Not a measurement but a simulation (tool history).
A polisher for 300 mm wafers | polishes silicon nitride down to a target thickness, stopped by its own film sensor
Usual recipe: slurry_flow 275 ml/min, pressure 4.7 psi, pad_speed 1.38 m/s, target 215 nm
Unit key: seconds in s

run,hour,slurry_flow,pressure,pad_speed,target,"incoming thickness of the incoming film, nm",seconds
1,0.0,275,5.4,1.38,215,447.3,70.1
# hour 20.9: slurry nozzle cleaned
2,21.4,275,5.4,1.38,215,449.2,67.9
3,36.9,275,4.7,1.38,215,454.8,80.4
4,62.7,275,4.7,1.38,215,456.0,80.7
5,90.2,275,4.3,1.38,187,447.1,95.8
6,103.3,275,4.7,1.38,215,455.4,84.1
# hour 108.0: worn pad replaced by a new one
7,120.3,275,4.7,1.38,215,450.3,83.5
8,133.1,275,4.7,1.38,215,456.5,83.8
9,147.1,275,4.7,1.38,215,449.5,83.3
10,165.1,275,4.7,1.38,215,449.9,83.7
11,197.1,275,4.7,1.38,215,453.9,83.7
12,210.4,320,4.7,1.38,215,451.8,82.7
# hour 233.2: worn pad replaced by a new one
13,245.7,320,4.7,1.38,215,445.6,80.4
# hour 258.7: head pressure recalibrated
14,280.6,210,4.7,1.38,215,453.8,76.3
15,319.3,355,4.7,1.16,215,447.4,78.4
16,349.1,230,5.8,1.38,215,447.4,62.0
# hour 361.2: worn pad replaced by a new one
17,362.7,220,4.7,1.38,215,455.0,76.0
18,383.2,275,5.9,1.38,288,450.4,40.3
19,399.9,275,4.7,1.38,215,450.0,74.6
20,418.1,210,3.7,1.16,274,448.4,79.0
21,431.0,275,5.1,1.38,215,456.4,68.6
# hour 457.0: slurry nozzle cleaned
22,457.5,205,3.8,1.38,215,456.3,95.6
23,481.6,345,6.0,1.38,215,454.0,58.1
# hour 498.6: worn pad replaced by a new one
24,509.6,275,5.8,1.38,215,457.3,62.3
25,544.9,275,4.7,1.38,215,454.0,77.2
26,558.6,275,4.7,1.84,215,450.8,63.1
27,572.8,275,4.3,1.38,215,448.9,85.2
28,592.8,210,4.7,1.38,215,453.3,80.5
29,610.3,275,4.7,0.94,215,444.8,94.8

Forecast each of these 4 alternatives for the next run:
A,610.7,275,4.7,1.38,215,449.7,?
B,610.7,275,6.3,1.38,215,449.7,?
C,610.7,310,4.7,1.38,215,449.7,?
D,610.7,190,4.7,1.38,237,449.7,?

run,seconds
A,76.9
B,57.4
C,76.2
D,72.0
Had the tool no hidden state, the same runs would have come out as:
run,seconds
A,73.2
B,54.6
C,72.6
D,68.6
